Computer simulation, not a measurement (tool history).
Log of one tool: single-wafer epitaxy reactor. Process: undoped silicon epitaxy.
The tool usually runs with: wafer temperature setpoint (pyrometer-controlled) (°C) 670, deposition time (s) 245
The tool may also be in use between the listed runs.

run    hour  wafer temperature setpoint (pyrometer-controlled) (°C)  deposition time (s)  read-back reference wafer on the same gauge, thickness_nm  mean film thickness on the monitor wafer (Å)
  1     0.0                                                     678                  207                                                     68.646                                        621.47
  2    14.2                                                     678                  207                                                     68.596                                        622.46
  3    26.9                                                     670                  217                                                     68.652                                        562.17
  4    51.6                                                     670                  217                                                     68.593                                        562.78
  5   130.7                                                     670                  217                                                     68.578                                        560.32
  6   156.7                                                     670                  245                                                     68.568                                        633.79
  7   188.8                                                     670                  245                                                     68.560                                        633.52
  8   206.9                                                     670                  245                                                     68.671                                        634.56
  9   233.1                                                     670                  245                                                     68.560                                        634.55
 10   265.6                                                     670                  245                                                     68.599                                        637.57
 11   287.2                                                     666                  245                                                     68.561                                        585.72
 12   317.5                                                     666                  245                                                     68.563                                        585.86
 13   345.7                                                     670                  245                                                     68.632                                        632.67
 14   358.0                                                     670                  245                                                     68.614                                        631.85
 15   383.7                                                     670                  245                                                     68.590                                        631.36
 16   398.2                                                     670                  265                                                     68.675                                        685.09
      448.3  -- gauge calibrated
 17   504.8                                                     670                  265                                                     68.567                                        683.37
 18   530.6                                                     670                  265                                                     68.598                                        687.95
 19   562.6                                                     670                  208                                                     68.561                                        538.49
 20   585.0                                                     670                  208                                                     68.591                                        537.74
 21   606.9                                                     670                  208                                                     68.633                                        538.50
 22   631.3                                                     677                  245                                                     68.641                                        725.36
 23   696.6                                                     670                  245                                                     68.594                                        634.39
 24   722.4                                                     656                  245                                                     68.621                                        483.44
 25   736.3                                                     670                  245                                                     68.532                                        634.32
 26   772.2                                                     678                  291                                                     68.636                                        870.40
 27   796.2                                                     670                  245                                                     68.568                                        632.13
 28   818.5                                                     663                  206                                                     68.601                                        467.36
 29   841.4                                                     661                  230                                                     68.605                                        502.15
 30   870.9                                                     670                  245                                                     68.628                                        632.93
 31   885.5                                                     683                  286                                                     68.620                                        941.77
 32   905.2                                                     678                  219                                                     68.596                                        658.93
      999.9  -- pyrometer calibrated
 33  1008.4                                                     656                  281                                                     68.575                                        553.42
 34  1025.7                                                     670                  229                                                     68.590                                        590.43
 35  1057.4                                                     684                  292                                                     68.616                                        980.07
 36  1090.3                                                     656                  259                                                     68.593                                        512.44
 37  1110.6                                                     680                  245                                                     68.568                                        765.00
 38  1144.4                                                     670                  245                                                     68.609                                        632.09
 39  1168.4                                                     670                  245                                                     68.601                                        632.41
 40  1202.6                                                     657                  260                                                     68.604                                        524.70
 41  1223.2                                                     660                  269                                                     68.596                                        574.02
 42  1253.3                                                     661                  261                                                     68.581                                        564.43
 43  1267.4                                                     662                  264                                                     68.543                                        586.96
 44  1284.8                                                     684                  196                                                     68.644                                        657.52
 45  1304.5                                                     679                  279                                                     68.609                                        854.76

5 ways to go on from here, each from the tool as it stands after run 45. What would each give?
  A  1305.0                                                     670                  245                                                          ?                                             ?
  B  1305.0                                                     670                  207                                                          ?                                             ?
  C  1305.0                                                     681                  286                                                          ?                                             ?
  D  1305.0                                                     660                  275                                                          ?                                             ?
  E  1305.0                                                     670                  291                                                          ?                                             ?

run  read-back reference wafer on the same gauge, thickness_nm  mean film thickness on the monitor wafer (Å)
  A                                                     68.683                                        633.71
  B                                                     68.683                                        535.42
  C                                                     68.683                                        909.59
  D                                                     68.683                                        587.20
  E                                                     68.683                                        752.69
Stripped of hidden state, with their random variation kept, the same runs would have yielded:
run  mean film thickness on the monitor wafer (Å)
  A                                        633.71
  B                                        535.42
  C                                        909.59
  D                                        587.20
  E                                        752.69
